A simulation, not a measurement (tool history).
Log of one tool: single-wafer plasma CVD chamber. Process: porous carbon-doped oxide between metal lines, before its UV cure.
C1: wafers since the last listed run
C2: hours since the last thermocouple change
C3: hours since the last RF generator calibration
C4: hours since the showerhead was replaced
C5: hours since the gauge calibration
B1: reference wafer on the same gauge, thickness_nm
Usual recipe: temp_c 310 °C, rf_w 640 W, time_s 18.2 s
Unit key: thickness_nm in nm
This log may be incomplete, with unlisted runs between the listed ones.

{"run": 1, "day": 0.0, "temp_c": 303, "rf_w": 570, "time_s": 18.2, "C1": 0, "C2": 2246.5, "C3": 1096.2, "C4": 6560.8, "C5": 140.3, "B1": 103.057, "thickness_nm": 91.627}
{"day": 0.308, "done": "gauge calibrated"}
{"run": 2, "day": 0.679, "temp_c": 310, "rf_w": 640, "time_s": 18.2, "C1": 441, "C2": 2262.8, "C3": 1112.5, "C4": 6577.1, "C5": 8.9, "B1": 103.039, "thickness_nm": 96.172}
{"run": 3, "day": 1.083, "temp_c": 310, "rf_w": 640, "time_s": 18.2, "C1": 262, "C2": 2272.5, "C3": 1122.2, "C4": 6586.8, "C5": 18.6, "B1": 103.011, "thickness_nm": 95.588}
{"run": 4, "day": 1.558, "temp_c": 310, "rf_w": 640, "time_s": 18.2, "C1": 308, "C2": 2283.9, "C3": 1133.6, "C4": 6598.2, "C5": 30, "B1": 103.016, "thickness_nm": 95.922}
{"run": 5, "day": 2.088, "temp_c": 310, "rf_w": 640, "time_s": 18.2, "C1": 343, "C2": 2296.6, "C3": 1146.3, "C4": 6610.9, "C5": 42.7, "B1": 102.945, "thickness_nm": 95.7}
{"run": 6, "day": 2.825, "temp_c": 310, "rf_w": 640, "time_s": 18.2, "C1": 478, "C2": 2314.3, "C3": 1164, "C4": 6628.6, "C5": 60.4, "B1": 102.969, "thickness_nm": 95.819}
{"run": 7, "day": 3.429, "temp_c": 310, "rf_w": 720, "time_s": 18.2, "C1": 392, "C2": 2328.8, "C3": 1178.5, "C4": 6643.1, "C5": 74.9, "B1": 102.958, "thickness_nm": 104.519}
{"run": 8, "day": 3.829, "temp_c": 310, "rf_w": 720, "time_s": 18.2, "C1": 259, "C2": 2338.4, "C3": 1188.1, "C4": 6652.7, "C5": 84.5, "B1": 103.036, "thickness_nm": 104.476}
{"day": 4.25, "done": "showerhead replaced"}
{"run": 9, "day": 4.271, "temp_c": 310, "rf_w": 640, "time_s": 19.5, "C1": 70, "C2": 2349, "C3": 1198.7, "C4": 0.5, "C5": 95.1, "B1": 102.943, "thickness_nm": 102.29}
{"run": 10, "day": 4.354, "temp_c": 300, "rf_w": 700, "time_s": 16.9, "C1": 54, "C2": 2351, "C3": 1200.7, "C4": 2.5, "C5": 97.1, "B1": 102.983, "thickness_nm": 101.51}
{"run": 11, "day": 4.65, "temp_c": 295, "rf_w": 640, "time_s": 21.7, "C1": 192, "C2": 2358.1, "C3": 1207.8, "C4": 9.6, "C5": 104.2, "B1": 102.98, "thickness_nm": 125.049}
{"run": 12, "day": 5.217, "temp_c": 310, "rf_w": 640, "time_s": 18.2, "C1": 367, "C2": 2371.7, "C3": 1221.4, "C4": 23.2, "C5": 117.8, "B1": 102.985, "thickness_nm": 95.966}
{"day": 5.45, "done": "gauge calibrated"}
{"run": 13, "day": 5.825, "temp_c": 296, "rf_w": 575, "time_s": 18.2, "C1": 395, "C2": 2386.3, "C3": 1236, "C4": 37.8, "C5": 9, "B1": 102.972, "thickness_nm": 96.607}
{"day": 6.283, "done": "thermocouple changed; heater temperature recalibrated"}
{"run": 14, "day": 6.304, "temp_c": 320, "rf_w": 595, "time_s": 18.2, "C1": 94, "C2": 0.5, "C3": 1247.5, "C4": 49.3, "C5": 20.5, "B1": 103.003, "thickness_nm": 85.588}
{"day": 6.875, "done": "RF generator calibrated"}
{"run": 15, "day": 6.896, "temp_c": 310, "rf_w": 640, "time_s": 18.2, "C1": 167, "C2": 14.7, "C3": 0.5, "C4": 63.5, "C5": 34.7, "B1": 102.974, "thickness_nm": 100.978}
{"run": 16, "day": 7.342, "temp_c": 310, "rf_w": 640, "time_s": 16.4, "C1": 289, "C2": 25.4, "C3": 11.2, "C4": 74.2, "C5": 45.4, "B1": 102.974, "thickness_nm": 90.978}
{"run": 17, "day": 7.779, "temp_c": 297, "rf_w": 540, "time_s": 14.9, "C1": 284, "C2": 35.9, "C3": 21.7, "C4": 84.7, "C5": 55.9, "B1": 103.037, "thickness_nm": 79.348}
{"run": 18, "day": 8.821, "temp_c": 297, "rf_w": 715, "time_s": 19.4, "C1": 676, "C2": 60.9, "C3": 46.7, "C4": 109.7, "C5": 80.9, "B1": 103.034, "thickness_nm": 125.325}
{"run": 19, "day": 9.15, "temp_c": 310, "rf_w": 640, "time_s": 18.2, "C1": 213, "C2": 68.8, "C3": 54.6, "C4": 117.6, "C5": 88.8, "B1": 102.98, "thickness_nm": 100.083}

Predict each of these 5 candidate next runs independently; none follows another, all start after run 19:
{"run": "A", "day": 9.167, "temp_c": 310, "rf_w": 640, "time_s": 18.2, "C1": 10, "C2": 69.2, "C3": 55, "C4": 118, "C5": 89.2, "B1": "?", "thickness_nm": "?"}
{"run": "B", "day": 9.167, "temp_c": 319, "rf_w": 600, "time_s": 16.4, "C1": 10, "C2": 69.2, "C3": 55, "C4": 118, "C5": 89.2, "B1": "?", "thickness_nm": "?"}
{"run": "C", "day": 9.167, "temp_c": 310, "rf_w": 640, "time_s": 20.7, "C1": 10, "C2": 69.2, "C3": 55, "C4": 118, "C5": 89.2, "B1": "?", "thickness_nm": "?"}
{"run": "D", "day": 9.167, "temp_c": 315, "rf_w": 575, "time_s": 15.8, "C1": 10, "C2": 69.2, "C3": 55, "C4": 118, "C5": 89.2, "B1": "?", "thickness_nm": "?"}
{"run": "E", "day": 9.167, "temp_c": 306, "rf_w": 640, "time_s": 19.6, "C1": 10, "C2": 69.2, "C3": 55, "C4": 118, "C5": 89.2, "B1": "?", "thickness_nm": "?"}

run=A B1=103.037 thickness_nm=100.258
run=B B1=103.037 thickness_nm=81.924
run=C B1=103.037 thickness_nm=113.515
run=D B1=103.037 thickness_nm=78.354
run=E B1=103.037 thickness_nm=110.411
With the hidden condition removed and each run's random variation left untouched, the same runs would have given:
run=A thickness_nm=101.766
run=B thickness_nm=83.157
run=C thickness_nm=115.223
run=D thickness_nm=79.532
run=E thickness_nm=112.072
